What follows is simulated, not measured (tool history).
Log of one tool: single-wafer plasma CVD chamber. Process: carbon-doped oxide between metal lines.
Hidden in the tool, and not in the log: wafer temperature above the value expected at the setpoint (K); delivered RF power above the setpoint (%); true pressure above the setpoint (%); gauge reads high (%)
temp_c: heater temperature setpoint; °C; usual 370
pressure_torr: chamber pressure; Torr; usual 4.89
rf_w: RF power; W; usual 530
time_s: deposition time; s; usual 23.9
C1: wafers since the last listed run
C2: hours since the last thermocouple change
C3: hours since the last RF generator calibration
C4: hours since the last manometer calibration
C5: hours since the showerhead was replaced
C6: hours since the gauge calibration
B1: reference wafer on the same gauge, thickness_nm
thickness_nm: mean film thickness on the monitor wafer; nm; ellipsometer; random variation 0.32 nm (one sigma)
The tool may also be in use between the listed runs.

Run 1, day 0.000: usual settings; C1 0; C2 198.7; C3 977.7; C4 1387.3; C5 4609.7; C6 1830.0; B1 119.010. Result: thickness_nm 121.845 nm.
Run 2, day 3.596: usual settings; C1 2132; C2 285.0; C3 1064.0; C4 1473.6; C5 4696.0; C6 1916.3; B1 118.949. Result: thickness_nm 121.468 nm.
Run 3, day 12.308: usual settings; C1 5166; C2 494.1; C3 1273.1; C4 1682.7; C5 4905.1; C6 2125.4; B1 118.986. Result: thickness_nm 120.643 nm.
Run 4, day 18.512: usual settings; C1 3678; C2 643.0; C3 1422.0; C4 1831.6; C5 5054.0; C6 2274.3; B1 118.918. Result: thickness_nm 120.629 nm.
Run 5, day 22.525: usual settings; C1 2379; C2 739.3; C3 1518.3; C4 1927.9; C5 5150.3; C6 2370.6; B1 119.012. Result: thickness_nm 120.618 nm.
Run 6, day 24.500: usual settings; C1 1171; C2 786.7; C3 1565.7; C4 1975.3; C5 5197.7; C6 2418.0; B1 119.089. Result: thickness_nm 120.123 nm.
Run 7, day 28.100: usual settings; C1 2134; C2 873.1; C3 1652.1; C4 2061.7; C5 5284.1; C6 2504.4; B1 119.029. Result: thickness_nm 120.860 nm.
At day 30.050: gauge calibrated.
Run 8, day 31.267: usual settings; C1 1877; C2 949.1; C3 1728.1; C4 2137.7; C5 5360.1; C6 29.2; B1 119.056. Result: thickness_nm 120.326 nm.
At day 33.575: RF generator calibrated.
Run 9, day 34.912: usual settings; C1 1964; C2 1036.6; C3 32.1; C4 2225.2; C5 5447.6; C6 116.7; B1 119.146. Result: thickness_nm 120.682 nm.
At day 36.138: thermocouple changed; heater temperature recalibrated.
Run 10, day 36.567: usual settings; C1 783; C2 10.3; C3 71.8; C4 2264.9; C5 5487.3; C6 156.4; B1 118.975. Result: thickness_nm 122.565 nm.
Run 11, day 38.200: usual settings; C1 968; C2 49.5; C3 111.0; C4 2304.1; C5 5526.5; C6 195.6; B1 118.940. Result: thickness_nm 122.906 nm.
At day 38.825: showerhead replaced.
Run 12, day 40.654: usual settings but temp_c 382 °C; C1 1257; C2 108.4; C3 169.9; C4 2363.0; C5 43.9; C6 254.5; B1 119.029. Result: thickness_nm 118.476 nm.
Run 13, day 42.950: usual settings but temp_c 375 °C, time_s 26.8 s; C1 1361; C2 163.5; C3 225.0; C4 2418.1; C5 99.0; C6 309.6; B1 119.006. Result: thickness_nm 134.727 nm.
At day 43.367: capacitance manometer re-zeroed and calibrated.
Run 14, day 45.600: usual settings but temp_c 364 °C, rf_w 585 W, time_s 28.3 s; C1 1373; C2 227.1; C3 288.6; C4 53.6; C5 162.6; C6 373.2; B1 119.053. Result: thickness_nm 154.643 nm.
Run 15, day 48.888: usual settings but temp_c 364 °C; C1 1949; C2 306.0; C3 367.5; C4 132.5; C5 241.5; C6 452.1; B1 119.060. Result: thickness_nm 122.799 nm.
Run 16, day 52.412: usual settings but rf_w 430 W; C1 2090; C2 390.6; C3 452.1; C4 217.1; C5 326.1; C6 536.7; B1 118.907. Result: thickness_nm 103.033 nm.
Run 17, day 54.933: usual settings; C1 1494; C2 451.1; C3 512.6; C4 277.6; C5 386.6; C6 597.2; B1 118.961. Result: thickness_nm 121.113 nm.
Run 18, day 58.562: usual settings but pressure_torr 3.75 Torr, rf_w 610 W; C1 2151; C2 538.2; C3 599.7; C4 364.7; C5 473.7; C6 684.3; B1 118.931. Result: thickness_nm 128.257 nm.
Run 19, day 60.275: usual settings but temp_c 377 °C; C1 1015; C2 579.3; C3 640.8; C4 405.8; C5 514.8; C6 725.4; B1 119.009. Result: thickness_nm 118.240 nm.
Run 20, day 63.754: usual settings but time_s 22.0 s; C1 2062; C2 662.8; C3 724.3; C4 489.3; C5 598.3; C6 808.9; B1 118.918. Result: thickness_nm 111.218 nm.
Run 21, day 66.896: usual settings; C1 1862; C2 738.2; C3 799.7; C4 564.7; C5 673.7; C6 884.3; B1 119.012. Result: thickness_nm 120.789 nm.
Run 22, day 70.029: usual settings; C1 1857; C2 813.4; C3 874.9; C4 639.9; C5 748.9; C6 959.5; B1 118.988. Result: thickness_nm 120.193 nm.
At day 72.258: thermocouple changed; heater temperature recalibrated.
Run 23, day 73.108: usual settings but temp_c 379 °C, pressure_torr 3.70 Torr, rf_w 450 W, time_s 26.7 s; C1 1628; C2 20.4; C3 948.8; C4 713.8; C5 822.8; C6 1033.4; B1 119.033. Result: thickness_nm 112.328 nm.
Run 24, day 75.612: usual settings; C1 1484; C2 80.5; C3 1008.9; C4 773.9; C5 882.9; C6 1093.5; B1 119.037. Result: thickness_nm 121.723 nm.
Run 25, day 77.500: usual settings but temp_c 366 °C, rf_w 570 W; C1 1119; C2 125.8; C3 1054.2; C4 819.2; C5 928.2; C6 1138.8; B1 118.951. Result: thickness_nm 129.213 nm.
Run 26, day 81.696: usual settings but temp_c 375 °C, pressure_torr 4.05 Torr, rf_w 435 W, time_s 22.0 s; C1 2487; C2 226.5; C3 1154.9; C4 919.9; C5 1028.9; C6 1239.5; B1 119.114. Result: thickness_nm 92.706 nm.

3 ways to go on from here, each from the tool as it stands after run 26. What would each give?
Run A, day 81.712: usual settings; C1 9; C2 226.9; C3 1155.3; C4 920.3; C5 1029.3; C6 1239.9; B1 ?. Result: thickness_nm ?.
Run B, day 81.712: usual settings but pressure_torr 4.32 Torr, rf_w 470 W, time_s 20.6 s; C1 9; C2 226.9; C3 1155.3; C4 920.3; C5 1029.3; C6 1239.9; B1 ?. Result: thickness_nm ?.
Run C, day 81.712: usual settings but pressure_torr 4.49 Torr, rf_w 585 W, time_s 26.8 s; C1 9; C2 226.9; C3 1155.3; C4 920.3; C5 1029.3; C6 1239.9; B1 ?. Result: thickness_nm ?.

run       B1  thickness_nm
  A  119.063       121.112
  B  119.063        94.238
  C  119.063       143.234
Without the tool's hidden state the same runs would have given:
run  thickness_nm
  A       120.691
  B        93.953
  C       142.751
